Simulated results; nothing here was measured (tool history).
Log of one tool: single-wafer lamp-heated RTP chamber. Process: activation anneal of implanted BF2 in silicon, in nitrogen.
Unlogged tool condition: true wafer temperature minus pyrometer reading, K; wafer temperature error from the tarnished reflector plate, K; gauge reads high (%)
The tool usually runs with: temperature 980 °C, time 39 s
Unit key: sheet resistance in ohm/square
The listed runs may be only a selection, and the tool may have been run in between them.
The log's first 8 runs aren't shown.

| run | hour | temperature | time | wafers since the last listed run | wafers since the last pyrometer calibration | wafers since the reflector plate was cleaned | hours since the gauge calibration | read-back reference wafer on the same gauge, sheet resistance | sheet resistance |
|---|---|---|---|---|---|---|---|---|---|
| 9 | 698 | 970 | 39 | 884 | 7394 | 6449 | 1990 | 221.88 | 273.57 |
| 10 | 763.8 | 980 | 31 | 785 | 8179 | 7234 | 2055.8 | 221.8 | 263.99 |
|  | 832.2 | reflector plate cleaned |
|  | 919.4 | pyrometer window cleaned and pyrometer calibrated |
| 11 | 1034.7 | 960 | 28 | 3042 | 1376 | 2321 | 2326.7 | 222.08 | 316.04 |
| 12 | 1096.5 | 980 | 39 | 737 | 2114 | 3059 | 2388.5 | 222.11 | 265.47 |
| 13 | 1151.4 | 980 | 39 | 655 | 2769 | 3714 | 2443.4 | 222 | 265.28 |
| 14 | 1211.9 | 980 | 39 | 722 | 3491 | 4437 | 2503.9 | 222.06 | 265.24 |
| 15 | 1270.4 | 980 | 39 | 698 | 4190 | 5135 | 2562.4 | 222.29 | 263.65 |
|  | 1347.4 | gauge calibrated |
| 16 | 1373.7 | 995 | 39 | 1233 | 5423 | 6368 | 26.3 | 222.04 | 245.58 |
|  | 1425.1 | reflector plate cleaned |
| 17 | 1447.5 | 968 | 18 | 785 | 6208 | 267 | 100.1 | 221.88 | 312.16 |
| 18 | 1526.8 | 1006 | 61 | 946 | 7155 | 1213 | 179.4 | 222.18 | 225.44 |
| 19 | 1565.6 | 1006 | 61 | 463 | 7618 | 1676 | 218.2 | 221.78 | 223.07 |
| 20 | 1609.1 | 980 | 39 | 519 | 8137 | 2196 | 261.7 | 221.91 | 261.61 |
| 21 | 1669.4 | 968 | 47 | 719 | 8857 | 2915 | 322 | 221.96 | 270.55 |
| 22 | 1711.9 | 999 | 53 | 507 | 9364 | 3423 | 364.5 | 222.12 | 231.55 |
|  | 1725.5 | pyrometer window cleaned and pyrometer calibrated |
| 23 | 1819.8 | 996 | 39 | 1192 | 1126 | 4615 | 472.4 | 222.09 | 246.8 |
| 24 | 1921.6 | 960 | 29 | 1215 | 2341 | 5830 | 574.2 | 221.98 | 311 |
| 25 | 2007.1 | 980 | 29 | 1020 | 3361 | 6851 | 659.7 | 222.02 | 272.67 |
|  | 2036.6 | reflector plate cleaned |
| 26 | 2052.5 | 966 | 39 | 446 | 3808 | 189 | 705.1 | 221.96 | 287.48 |
| 27 | 2154.1 | 980 | 39 | 1212 | 5021 | 1402 | 806.7 | 221.84 | 265.06 |
| 28 | 2216.3 | 980 | 46 | 742 | 5763 | 2144 | 868.9 | 221.87 | 259.01 |
| 29 | 2288.5 | 952 | 39 | 861 | 6625 | 3006 | 941.1 | 222.1 | 313.22 |
| 30 | 2390.5 | 980 | 39 | 1217 | 7842 | 4224 | 1043.1 | 221.96 | 261.47 |
|  | 2502.1 | pyrometer window cleaned and pyrometer calibrated |
|  | 2631.3 | reflector plate cleaned |
| 31 | 2707.4 | 980 | 39 | 3591 | 2355 | 908 | 1360 | 222.04 | 267.43 |
| 32 | 2812.6 | 980 | 56 | 1255 | 3611 | 2164 | 1465.2 | 221.85 | 254.91 |

Below are 5 alternative next runs, each starting from the tool's condition after run 32. Predict each:
| A | 2813 | 980 | 55 | 4 | 3616 | 2169 | 1465.6 | ? | ? |
| B | 2813 | 1005 | 39 | 4 | 3616 | 2169 | 1465.6 | ? | ? |
| C | 2813 | 1002 | 27 | 4 | 3616 | 2169 | 1465.6 | ? | ? |
| D | 2813 | 969 | 27 | 4 | 3616 | 2169 | 1465.6 | ? | ? |
| E | 2813 | 992 | 30 | 4 | 3616 | 2169 | 1465.6 | ? | ? |

| run | read-back reference wafer on the same gauge, sheet resistance | sheet resistance |
|---|---|---|
| A | 222.15 | 255.96 |
| B | 222.15 | 238.5 |
| C | 222.15 | 249.74 |
| D | 222.15 | 296.82 |
| E | 222.15 | 257.58 |
Stripped of hidden state, with their random variation kept, the same runs would have yielded:
| run | sheet resistance |
|---|---|
| A | 257.4 |
| B | 239.7 |
| C | 250.99 |
| D | 299.52 |
| E | 259.1 |
